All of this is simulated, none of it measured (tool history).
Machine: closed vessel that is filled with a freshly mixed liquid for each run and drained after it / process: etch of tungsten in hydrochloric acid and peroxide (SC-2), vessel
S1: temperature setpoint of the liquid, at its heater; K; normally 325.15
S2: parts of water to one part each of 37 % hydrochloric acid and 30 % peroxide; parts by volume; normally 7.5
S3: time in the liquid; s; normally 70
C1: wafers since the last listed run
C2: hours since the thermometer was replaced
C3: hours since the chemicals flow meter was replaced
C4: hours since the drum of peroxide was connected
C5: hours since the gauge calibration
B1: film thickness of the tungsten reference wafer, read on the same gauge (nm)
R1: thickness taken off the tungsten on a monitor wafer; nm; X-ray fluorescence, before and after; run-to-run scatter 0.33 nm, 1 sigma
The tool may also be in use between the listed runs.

run 1 hour=0 | S1=325.15 S2=7.5 S3=70 | C1=0 C2=1943.4 C3=1311.7 C4=732.8 C5=155.6 | B1=129.95 | R1=42.25
run 2 hour=55.5 | S1=325.15 S2=7.5 S3=70 | C1=5712 C2=1998.9 C3=1367.2 C4=788.3 C5=211.1 | B1=129.98 | R1=41.75
run 3 hour=93.4 | S1=325.15 S2=6 S3=80 | C1=3900 C2=2036.8 C3=1405.1 C4=826.2 C5=249 | B1=129.99 | R1=57.31
run 4 hour=139.7 | S1=325.15 S2=5 S3=70 | C1=4765 C2=2083.1 C3=1451.4 C4=872.5 C5=295.3 | B1=129.98 | R1=57.07
run 5 hour=234.7 | S1=325.15 S2=5 S3=70 | C1=9777 C2=2178.1 C3=1546.4 C4=967.5 C5=390.3 | B1=130.02 | R1=56.53
run 6 hour=408 | S1=325.15 S2=7.5 S3=70 | C1=17836 C2=2351.4 C3=1719.7 C4=1140.8 C5=563.6 | B1=129.98 | R1=42.6
run 7 hour=458.5 | S1=332.15 S2=7.5 S3=85 | C1=5197 C2=2401.9 C3=1770.2 C4=1191.3 C5=614.1 | B1=130.01 | R1=80.05
-- hour=509.3 new drum of peroxide connected
-- hour=528.6 thermometer replaced
run 8 hour=542.3 | S1=325.15 S2=7.5 S3=70 | C1=8418 C2=13.7 C3=1854 C4=33 C5=697.9 | B1=129.99 | R1=42.26
-- hour=552.3 chemicals flow meter replaced
run 9 hour=599.1 | S1=325.15 S2=7.5 S3=70 | C1=5742 C2=70.5 C3=46.8 C4=89.8 C5=754.7 | B1=130.01 | R1=42.06
-- hour=616.1 gauge calibrated
run 10 hour=667 | S1=319.65 S2=7.5 S3=70 | C1=6988 C2=138.4 C3=114.7 C4=157.7 C5=50.9 | B1=130.01 | R1=28.83
run 11 hour=726 | S1=327.65 S2=4 S3=85 | C1=6072 C2=197.4 C3=173.7 C4=216.7 C5=109.9 | B1=129.99 | R1=95.03

Run 12 comes next. What will it give?
run 12 hour=828.6 | S1=331.65 S2=7.5 S3=45 | C1=10559 C2=300 C3=276.3 C4=319.3 C5=212.5 | B1=? | R1=?

Logged for run 12: B1 129.96, R1 40.63 nm.
Had the tool carried no hidden state, the very same run would have given R1 40.63 nm.
